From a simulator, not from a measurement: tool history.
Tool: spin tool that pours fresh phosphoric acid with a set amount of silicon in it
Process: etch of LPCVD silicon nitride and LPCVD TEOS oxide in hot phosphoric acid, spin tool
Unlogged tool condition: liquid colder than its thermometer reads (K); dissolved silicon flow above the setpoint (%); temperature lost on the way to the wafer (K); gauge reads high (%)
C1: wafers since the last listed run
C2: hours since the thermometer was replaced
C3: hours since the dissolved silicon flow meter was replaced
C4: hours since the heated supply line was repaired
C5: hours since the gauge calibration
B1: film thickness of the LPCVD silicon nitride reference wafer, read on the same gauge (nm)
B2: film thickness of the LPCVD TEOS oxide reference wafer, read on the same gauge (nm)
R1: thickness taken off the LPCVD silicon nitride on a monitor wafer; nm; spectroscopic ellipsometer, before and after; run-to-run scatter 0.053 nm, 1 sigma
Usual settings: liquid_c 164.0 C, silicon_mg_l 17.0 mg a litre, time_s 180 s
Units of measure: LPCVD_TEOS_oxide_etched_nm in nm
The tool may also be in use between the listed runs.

Run 1, hour 0.0: usual settings; C1 0; C2 928.4; C3 959.4; C4 1860.3; C5 83.4; B1 149.67; B2 59.850. Result: R1 16.61 nm, LPCVD_TEOS_oxide_etched_nm 0.740 nm.
Run 2, hour 47.4: usual settings; C1 412; C2 975.8; C3 1006.8; C4 1907.7; C5 130.8; B1 149.59; B2 59.808. Result: R1 16.65 nm, LPCVD_TEOS_oxide_etched_nm 0.725 nm.
Run 3, hour 76.0: usual settings but silicon_mg_l 27.5 mg a litre, time_s 235 s; C1 249; C2 1004.4; C3 1035.4; C4 1936.3; C5 159.4; B1 149.46; B2 59.782. Result: R1 21.73 nm, LPCVD_TEOS_oxide_etched_nm 0.590 nm.
Run 4, hour 100.3: usual settings but silicon_mg_l 27.5 mg a litre, time_s 235 s; C1 211; C2 1028.7; C3 1059.7; C4 1960.6; C5 183.7; B1 149.38; B2 59.756. Result: R1 21.66 nm, LPCVD_TEOS_oxide_etched_nm 0.661 nm.
Run 5, hour 158.2: usual settings but silicon_mg_l 27.5 mg a litre, time_s 235 s; C1 504; C2 1086.6; C3 1117.6; C4 2018.5; C5 241.6; B1 149.10; B2 59.652. Result: R1 21.70 nm, LPCVD_TEOS_oxide_etched_nm 0.653 nm.
Run 6, hour 227.4: usual settings; C1 602; C2 1155.8; C3 1186.8; C4 2087.7; C5 310.8; B1 148.77; B2 59.478. Result: R1 16.59 nm, LPCVD_TEOS_oxide_etched_nm 0.711 nm.
At hour 242.6: thermometer replaced.
Run 7, hour 275.2: usual settings; C1 407; C2 32.6; C3 1234.6; C4 2135.5; C5 358.6; B1 148.40; B2 59.366. Result: R1 16.54 nm, LPCVD_TEOS_oxide_etched_nm 0.682 nm.
Run 8, hour 299.9: usual settings but liquid_c 163.5 C; C1 215; C2 57.3; C3 1259.3; C4 2160.2; C5 383.3; B1 148.26; B2 59.307. Result: R1 16.29 nm, LPCVD_TEOS_oxide_etched_nm 0.655 nm.
At hour 329.5: heated supply line repaired.
Run 9, hour 351.8: usual settings but silicon_mg_l 27.5 mg a litre, time_s 235 s; C1 443; C2 109.2; C3 1311.2; C4 22.3; C5 435.2; B1 147.88; B2 59.130. Result: R1 21.50 nm, LPCVD_TEOS_oxide_etched_nm 0.644 nm.
Run 10, hour 397.5: usual settings but liquid_c 167.0 C, silicon_mg_l 23.0 mg a litre, time_s 280 s; C1 398; C2 154.9; C3 1356.9; C4 68.0; C5 480.9; B1 147.40; B2 58.961. Result: R1 28.03 nm, LPCVD_TEOS_oxide_etched_nm 1.098 nm.
Run 11, hour 450.8: usual settings but liquid_c 161.5 C, silicon_mg_l 30.0 mg a litre, time_s 120 s; C1 464; C2 208.2; C3 1410.2; C4 121.3; C5 534.2; B1 146.88; B2 58.754. Result: R1 10.03 nm, LPCVD_TEOS_oxide_etched_nm 0.244 nm.
At hour 496.3: gauge calibrated.
Run 12, hour 512.1: usual settings but liquid_c 166.5 C, silicon_mg_l 21.0 mg a litre, time_s 270 s; C1 533; C2 269.5; C3 1471.5; C4 182.6; C5 15.8; B1 150.19; B2 60.067. Result: R1 27.18 nm, LPCVD_TEOS_oxide_etched_nm 1.163 nm.
At hour 589.5: dissolved silicon flow meter replaced.
Run 13, hour 646.3: usual settings but time_s 125 s; C1 1160; C2 403.7; C3 56.8; C4 316.8; C5 150.0; B1 149.94; B2 59.977. Result: R1 11.64 nm, LPCVD_TEOS_oxide_etched_nm 0.475 nm.
Run 14, hour 693.4: usual settings but liquid_c 166.5 C, silicon_mg_l 27.0 mg a litre, time_s 105 s; C1 410; C2 450.8; C3 103.9; C4 363.9; C5 197.1; B1 149.84; B2 59.921. Result: R1 10.55 nm, LPCVD_TEOS_oxide_etched_nm 0.386 nm.
Run 15, hour 741.7: usual settings but time_s 75 s; C1 420; C2 499.1; C3 152.2; C4 412.2; C5 245.4; B1 149.61; B2 59.835. Result: R1 6.89 nm, LPCVD_TEOS_oxide_etched_nm 0.278 nm.
Run 16, hour 789.0: usual settings but liquid_c 162.5 C, silicon_mg_l 8.0 mg a litre, time_s 75 s; C1 411; C2 546.4; C3 199.5; C4 459.5; C5 292.7; B1 149.32; B2 59.735. Result: R1 6.61 nm, LPCVD_TEOS_oxide_etched_nm 0.349 nm.

State the hidden condition of the tool at each of the runs:
liquid colder than its thermometer reads (K): 0 in every run
dissolved silicon flow above the setpoint (%): 0 in every run
temperature lost on the way to the wafer (K): 0 in every run
H1: gauge reads high (%)
run       H1
  1   -0.237
  2   -0.304
  3   -0.359
  4   -0.414
  5   -0.577
  6    -0.83
  7    -1.04
  8    -1.16
  9    -1.44
 10    -1.72
 11    -2.08
 12     0.12
 13  -0.0273
 14   -0.135
 15   -0.277
 16   -0.445
